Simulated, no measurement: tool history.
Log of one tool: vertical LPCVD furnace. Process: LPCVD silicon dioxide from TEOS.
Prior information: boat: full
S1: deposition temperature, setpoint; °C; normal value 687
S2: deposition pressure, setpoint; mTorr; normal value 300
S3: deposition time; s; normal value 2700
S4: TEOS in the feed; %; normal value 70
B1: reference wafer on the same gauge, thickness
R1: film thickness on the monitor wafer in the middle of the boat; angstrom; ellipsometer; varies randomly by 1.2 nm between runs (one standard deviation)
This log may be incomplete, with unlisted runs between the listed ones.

run 1 day=0.000 | S1=687 S2=300 S3=3210 S4=70 | B1=260.44 | R1=2711.0
run 2 day=2.079 | S1=687 S2=300 S3=3210 S4=70 | B1=259.92 | R1=2748.4
run 3 day=6.496 | S1=687 S2=300 S3=2700 S4=70 | B1=259.43 | R1=2317.6
run 4 day=10.708 | S1=687 S2=300 S3=2700 S4=70 | B1=259.77 | R1=2314.6
run 5 day=17.088 | S1=690 S2=300 S3=2700 S4=70 | B1=260.31 | R1=2492.4
run 6 day=20.679 | S1=690 S2=300 S3=2700 S4=70 | B1=260.21 | R1=2497.6
run 7 day=24.246 | S1=690 S2=300 S3=2700 S4=70 | B1=260.10 | R1=2485.3
run 8 day=26.496 | S1=687 S2=300 S3=2280 S4=70 | B1=259.63 | R1=1983.3
-- day=27.633 gauge calibrated
run 9 day=30.304 | S1=687 S2=300 S3=2280 S4=70 | B1=260.43 | R1=1958.2
-- day=33.342 pressure gauge zeroed
-- day=34.967 thermocouples replaced and temperature profile calibrated
-- day=35.158 TEOS flow controller replaced
run 10 day=35.179 | S1=687 S2=300 S3=3420 S4=70 | B1=260.40 | R1=2911.6
run 11 day=38.275 | S1=687 S2=340 S3=2700 S4=70 | B1=260.08 | R1=2451.7
run 12 day=40.479 | S1=695 S2=355 S3=3540 S4=75 | B1=259.56 | R1=4106.0
run 13 day=41.996 | S1=687 S2=300 S3=2700 S4=70 | B1=259.27 | R1=2286.6
run 14 day=44.383 | S1=687 S2=300 S3=2700 S4=70 | B1=259.82 | R1=2276.9
run 15 day=47.783 | S1=687 S2=275 S3=2700 S4=63 | B1=260.16 | R1=2096.3
run 16 day=50.554 | S1=676 S2=300 S3=3660 S4=78 | B1=259.50 | R1=2488.7
run 17 day=53.496 | S1=687 S2=300 S3=2400 S4=75 | B1=260.44 | R1=2100.9
run 18 day=55.508 | S1=687 S2=300 S3=3120 S4=77 | B1=260.01 | R1=2775.5
run 19 day=63.858 | S1=696 S2=335 S3=2700 S4=74 | B1=260.51 | R1=3093.9

Predict each of these 4 candidate next runs independently; none follows another, all start after run 19:
run A day=64.075 | S1=687 S2=300 S3=2700 S4=70 | B1=? | R1=?
run B day=64.075 | S1=691 S2=300 S3=2700 S4=70 | B1=? | R1=?
run C day=64.075 | S1=687 S2=340 S3=1680 S4=82 | B1=? | R1=?
run D day=64.075 | S1=687 S2=235 S3=3030 S4=66 | B1=? | R1=?

run=A B1=259.84 R1=2304.8
run=B B1=259.84 R1=2535.0
run=C B1=259.84 R1=1650.3
run=D B1=259.84 R1=2229.4
Take away the tool's hidden state, keep each run's random variation, and the runs would have read:
run=A R1=2280.0
run=B R1=2507.7
run=C R1=1634.6
run=D R1=2198.9
